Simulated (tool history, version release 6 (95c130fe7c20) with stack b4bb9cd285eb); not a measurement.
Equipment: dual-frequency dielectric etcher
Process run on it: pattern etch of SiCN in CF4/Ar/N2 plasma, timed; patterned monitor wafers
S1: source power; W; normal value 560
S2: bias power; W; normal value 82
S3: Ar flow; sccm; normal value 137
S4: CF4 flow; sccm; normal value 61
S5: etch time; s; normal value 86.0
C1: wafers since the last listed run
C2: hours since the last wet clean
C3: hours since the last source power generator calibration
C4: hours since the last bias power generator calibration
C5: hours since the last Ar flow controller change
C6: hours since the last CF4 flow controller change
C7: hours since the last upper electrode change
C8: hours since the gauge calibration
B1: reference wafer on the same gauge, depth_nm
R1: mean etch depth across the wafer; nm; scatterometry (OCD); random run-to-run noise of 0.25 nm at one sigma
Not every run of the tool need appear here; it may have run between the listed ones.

Run 1, day 0.000: usual settings; C1 0; C2 288.6; C3 3392.6; C4 3954.9; C5 4903.5; C6 1696.6; C7 3530.1; C8 49.2; B1 93.4. Result: R1 88.4 nm.
Run 2, day 0.396: usual settings; C1 127; C2 298.1; C3 3402.1; C4 3964.4; C5 4913.0; C6 1706.1; C7 3539.6; C8 58.7; B1 93.4. Result: R1 89.1 nm.
Run 3, day 0.938: usual settings; C1 174; C2 311.1; C3 3415.1; C4 3977.4; C5 4926.0; C6 1719.1; C7 3552.6; C8 71.7; B1 93.4. Result: R1 88.6 nm.
Run 4, day 1.350: usual settings but S5 70.0 s; C1 132; C2 321.0; C3 3425.0; C4 3987.3; C5 4935.9; C6 1729.0; C7 3562.5; C8 81.6; B1 93.5. Result: R1 72.0 nm.
Run 5, day 2.062: usual settings but S5 70.0 s; C1 229; C2 338.1; C3 3442.1; C4 4004.4; C5 4953.0; C6 1746.1; C7 3579.6; C8 98.7; B1 93.3. Result: R1 71.8 nm.
Run 6, day 2.688: usual settings but S3 156 sccm; C1 201; C2 353.1; C3 3457.1; C4 4019.4; C5 4968.0; C6 1761.1; C7 3594.6; C8 113.7; B1 93.4. Result: R1 86.5 nm.
At day 3.362: CF4 flow controller replaced.
At day 3.512: source power generator calibrated.
Run 7, day 3.533: usual settings but S3 156 sccm; C1 143; C2 373.4; C3 0.5; C4 4039.7; C5 4988.3; C6 4.1; C7 3614.9; C8 134.0; B1 93.4. Result: R1 86.1 nm.
Run 8, day 3.546: usual settings; C1 4; C2 373.7; C3 0.8; C4 4040.0; C5 4988.6; C6 4.4; C7 3615.2; C8 134.3; B1 93.4. Result: R1 87.9 nm.
At day 3.946: bias power generator calibrated.
At day 4.667: upper electrode replaced.
Run 9, day 4.688: usual settings; C1 82; C2 401.1; C3 28.2; C4 17.8; C5 5016.0; C6 31.8; C7 0.5; C8 161.7; B1 93.4. Result: R1 87.7 nm.
Run 10, day 4.700: usual settings but S2 87 W; C1 4; C2 401.4; C3 28.5; C4 18.1; C5 5016.3; C6 32.1; C7 0.8; C8 162.0; B1 93.4. Result: R1 90.9 nm.
At day 5.992: wet clean of the chamber.
Run 11, day 6.012: usual settings but S1 500 W, S2 91 W, S3 115 sccm, S4 72 sccm; C1 100; C2 0.5; C3 60.0; C4 49.6; C5 5047.8; C6 63.6; C7 32.3; C8 193.5; B1 93.4. Result: R1 89.9 nm.
Run 12, day 6.025: usual settings but S1 520 W, S2 72 W, S3 164 sccm, S5 69.0 s; C1 4; C2 0.8; C3 60.3; C4 49.9; C5 5048.1; C6 63.9; C7 32.6; C8 193.8; B1 93.4. Result: R1 62.1 nm.
At day 6.392: Ar flow controller replaced.
Run 13, day 6.412: usual settings; C1 44; C2 10.1; C3 69.6; C4 59.2; C5 0.5; C6 73.2; C7 41.9; C8 203.1; B1 93.5. Result: R1 89.4 nm.
Run 14, day 7.083: usual settings; C1 216; C2 26.2; C3 85.7; C4 75.3; C5 16.6; C6 89.3; C7 58.0; C8 219.2; B1 93.5. Result: R1 89.3 nm.
At day 7.342: gauge calibrated.
Run 15, day 7.704: usual settings but S5 95.5 s; C1 199; C2 41.1; C3 100.6; C4 90.2; C5 31.5; C6 104.2; C7 72.9; C8 8.7; B1 93.4. Result: R1 99.1 nm.
Run 16, day 8.125: usual settings but S2 96 W, S5 69.5 s; C1 135; C2 51.2; C3 110.7; C4 100.3; C5 41.6; C6 114.3; C7 83.0; C8 18.8; B1 93.4. Result: R1 77.3 nm.
Run 17, day 8.838: usual settings but S2 96 W, S5 69.5 s; C1 229; C2 68.3; C3 127.8; C4 117.4; C5 58.7; C6 131.4; C7 100.1; C8 35.9; B1 93.4. Result: R1 77.1 nm.
Run 18, day 9.500: usual settings but S4 57 sccm; C1 213; C2 84.2; C3 143.7; C4 133.3; C5 74.6; C6 147.3; C7 116.0; C8 51.8; B1 93.3. Result: R1 87.9 nm.

4 ways to go on from here, each from the tool as it stands after run 18. What would each give?
Run A, day 9.517: usual settings but S4 51 sccm; C1 5; C2 84.6; C3 144.1; C4 133.7; C5 75.0; C6 147.7; C7 116.4; C8 52.2; B1 ?. Result: R1 ?.
Run B, day 9.517: usual settings but S2 94 W, S3 120 sccm, S4 65 sccm, S5 66.0 s; C1 5; C2 84.6; C3 144.1; C4 133.7; C5 75.0; C6 147.7; C7 116.4; C8 52.2; B1 ?. Result: R1 ?.
Run C, day 9.517: usual settings but S2 74 W, S3 114 sccm, S5 75.0 s; C1 5; C2 84.6; C3 144.1; C4 133.7; C5 75.0; C6 147.7; C7 116.4; C8 52.2; B1 ?. Result: R1 ?.
Run D, day 9.517: usual settings but S1 620 W, S2 97 W; C1 5; C2 84.6; C3 144.1; C4 133.7; C5 75.0; C6 147.7; C7 116.4; C8 52.2; B1 ?. Result: R1 ?.

run    B1     R1
  A  93.4   86.9
  B  93.4   74.8
  C  93.4   76.5
  D  93.4  104.1
Stripped of hidden state, with their random variation kept, the same runs would have yielded:
run     R1
  A   87.8
  B   75.5
  C   77.3
  D  105.2
